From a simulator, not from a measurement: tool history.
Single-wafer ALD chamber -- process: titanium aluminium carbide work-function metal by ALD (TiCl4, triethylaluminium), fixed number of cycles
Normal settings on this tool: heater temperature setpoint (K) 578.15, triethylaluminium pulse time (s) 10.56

run	hour	heater temperature setpoint (K)	triethylaluminium pulse time (s)	wafers since the last listed run	hours since the last thermocouple change	hours since the last triethylaluminium bottle change	hours since the showerhead was replaced	hours since the gauge calibration	read-back reference wafer on the same gauge, thickness_nm	mean film thickness on the monitor wafer (angstrom)
1	0.0	578.15	10.56	0	1628.6	880.7	3378.9	841.9	1.731	20.43
2	46.2	567.15	10.56	363	1674.8	926.9	3425.1	888.1	1.729	19.48
3	99.6	567.15	10.56	420	1728.2	980.3	3478.5	941.5	1.731	19.55
4	126.9	582.15	7.75	214	1755.5	1007.6	3505.8	968.8	1.729	19.59
# hour 301.5: gauge calibrated
5	332.0	582.15	7.75	1613	1960.6	1212.7	3710.9	30.5	1.730	19.39
6	396.1	578.15	8.85	504	2024.7	1276.8	3775.0	94.6	1.730	19.82
7	456.6	574.15	10.56	475	2085.2	1337.3	3835.5	155.1	1.731	20.05
8	482.3	578.15	10.56	202	2110.9	1363.0	3861.2	180.8	1.731	20.36
9	553.5	578.15	10.56	560	2182.1	1434.2	3932.4	252.0	1.728	20.37
10	584.4	578.15	10.56	243	2213.0	1465.1	3963.3	282.9	1.731	20.32
11	645.6	578.15	10.56	481	2274.2	1526.3	4024.5	344.1	1.730	20.35
12	693.6	578.15	10.56	377	2322.2	1574.3	4072.5	392.1	1.732	20.09
# hour 725.5: showerhead replaced, of another model than before
13	726.0	578.15	10.56	191	2354.6	1606.7	0.5	424.5	1.730	20.23
14	794.8	578.15	10.56	541	2423.4	1675.5	69.3	493.3	1.730	20.45
15	838.0	578.15	10.56	339	2466.6	1718.7	112.5	536.5	1.730	20.24
16	870.8	578.15	10.56	258	2499.4	1751.5	145.3	569.3	1.731	20.29
17	908.4	587.15	12.49	295	2537.0	1789.1	182.9	606.9	1.731	20.96
18	947.9	578.15	10.56	310	2576.5	1828.6	222.4	646.4	1.729	20.44
19	984.9	578.15	10.56	291	2613.5	1865.6	259.4	683.4	1.731	20.13
20	1028.3	585.15	6.42	341	2656.9	1909.0	302.8	726.8	1.730	19.57
21	1056.3	571.15	13.37	220	2684.9	1937.0	330.8	754.8	1.729	19.64
# hour 1106.9: thermocouple changed; heater temperature recalibrated
# hour 1111.2: triethylaluminium bottle replaced
22	1125.8	578.15	10.56	449	18.9	14.6	400.3	824.3	1.731	20.68
23	1169.6	572.15	10.56	344	62.7	58.4	444.1	868.1	1.730	20.35
24	1279.4	578.15	10.56	863	172.5	168.2	553.9	977.9	1.732	20.50
25	1342.2	566.15	12.73	494	235.3	231.0	616.7	1040.7	1.729	19.70
26	1407.7	568.15	6.78	515	300.8	296.5	682.2	1106.2	1.729	18.81
27	1448.0	567.15	10.56	317	341.1	336.8	722.5	1146.5	1.730	19.52
# hour 1455.1: gauge calibrated
28	1504.2	589.15	12.65	442	397.3	393.0	778.7	49.1	1.731	21.63
29	1554.4	578.15	10.56	394	447.5	443.2	828.9	99.3	1.730	20.57
30	1727.9	572.15	13.54	1364	621.0	616.7	1002.4	272.8	1.732	20.40
31	1772.0	565.15	10.56	346	665.1	660.8	1046.5	316.9	1.729	19.47
32	1829.5	570.15	12.54	452	722.6	718.3	1104.0	374.4	1.730	20.07
33	1952.9	573.15	13.42	970	846.0	841.7	1227.4	497.8	1.730	20.35
34	2002.2	590.15	8.73	387	895.3	891.0	1276.7	547.1	1.730	20.98

Below are 3 alternative next runs, each starting from the tool's condition after run 34. Predict each:
A	2002.6	578.15	12.49	3	895.7	891.4	1277.1	547.5	?	?
B	2002.6	565.15	6.92	3	895.7	891.4	1277.1	547.5	?	?
C	2002.6	567.15	7.04	3	895.7	891.4	1277.1	547.5	?	?

run	read-back reference wafer on the same gauge, thickness_nm	mean film thickness on the monitor wafer (angstrom)
A	1.730	20.60
B	1.730	18.56
C	1.730	18.75
Had the tool no hidden state, the same runs would have come out as:
run	mean film thickness on the monitor wafer (angstrom)
A	20.70
B	18.65
C	18.84

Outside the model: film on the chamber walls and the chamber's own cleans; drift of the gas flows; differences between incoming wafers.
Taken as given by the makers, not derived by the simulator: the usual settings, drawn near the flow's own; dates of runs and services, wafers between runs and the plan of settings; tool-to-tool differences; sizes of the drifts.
